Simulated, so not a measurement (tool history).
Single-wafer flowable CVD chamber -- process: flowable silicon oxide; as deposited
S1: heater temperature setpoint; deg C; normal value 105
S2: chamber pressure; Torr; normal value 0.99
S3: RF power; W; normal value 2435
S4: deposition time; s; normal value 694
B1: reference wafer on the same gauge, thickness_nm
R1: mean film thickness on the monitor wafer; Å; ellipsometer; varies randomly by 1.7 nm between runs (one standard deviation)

run 1 hour=0 | S1=105 S2=0.99 S3=2435 S4=694 | B1=459.421 | R1=5051.5
run 2 hour=33.1 | S1=105 S2=0.99 S3=2435 S4=694 | B1=459.671 | R1=5050.96
-- hour=46.9 showerhead replaced
run 3 hour=61.8 | S1=105 S2=0.99 S3=2435 S4=694 | B1=459.99 | R1=5062.39
run 4 hour=82.5 | S1=105 S2=1.099 S3=2435 S4=694 | B1=460.31 | R1=5599.25
run 5 hour=115.5 | S1=105 S2=1.099 S3=2435 S4=694 | B1=460.949 | R1=5572.5
run 6 hour=137.7 | S1=105 S2=1.189 S3=2435 S4=589 | B1=460.995 | R1=5131.64
run 7 hour=231.4 | S1=105 S2=0.99 S3=2435 S4=694 | B1=461.763 | R1=5068.5
-- hour=273.5 RF generator calibrated
run 8 hour=274 | S1=105 S2=0.99 S3=2435 S4=694 | B1=462.377 | R1=5061.67
run 9 hour=301.7 | S1=116 S2=0.99 S3=2435 S4=584 | B1=462.354 | R1=3114.89
run 10 hour=323.7 | S1=105 S2=0.99 S3=2435 S4=694 | B1=462.518 | R1=5074.35
run 11 hour=342.4 | S1=101 S2=1.106 S3=2435 S4=694 | B1=462.872 | R1=6348.38
run 12 hour=355.8 | S1=105 S2=0.99 S3=2435 S4=694 | B1=462.712 | R1=5107.1
-- hour=381.4 capacitance manometer re-zeroed and calibrated
run 13 hour=390 | S1=105 S2=0.99 S3=2790 S4=747 | B1=463.059 | R1=5558.69
run 14 hour=409.3 | S1=113 S2=0.99 S3=2655 S4=556 | B1=462.999 | R1=3282.86
run 15 hour=439.1 | S1=105 S2=0.99 S3=2435 S4=694 | B1=463.304 | R1=5097.96
run 16 hour=468.9 | S1=105 S2=0.99 S3=2435 S4=642 | B1=463.537 | R1=4716.05
run 17 hour=492.1 | S1=111 S2=0.99 S3=2830 S4=694 | B1=463.352 | R1=4349.63
-- hour=517.9 gauge calibrated
run 18 hour=524.1 | S1=105 S2=1.199 S3=2810 S4=694 | B1=445.482 | R1=5997.31
run 19 hour=549.6 | S1=105 S2=0.99 S3=2435 S4=694 | B1=446.71 | R1=4889.87
run 20 hour=571.3 | S1=105 S2=0.99 S3=2435 S4=694 | B1=447.509 | R1=4894.02
run 21 hour=597.7 | S1=114 S2=0.99 S3=2260 S4=694 | B1=448.618 | R1=3778.94
run 22 hour=626.7 | S1=113 S2=1.157 S3=2435 S4=694 | B1=449.355 | R1=4533.28
run 23 hour=648 | S1=105 S2=0.99 S3=2435 S4=694 | B1=450.494 | R1=4946.01

What does the tool deliver on the next run?
run 24 hour=678 | S1=105 S2=0.99 S3=2435 S4=634 | B1=? | R1=?

{"run 24": {"B1": 450.94, "R1": 4551.04}}
On a tool with no hidden condition, and with the same random variation, this run would have come out at R1 4508.73 Å.
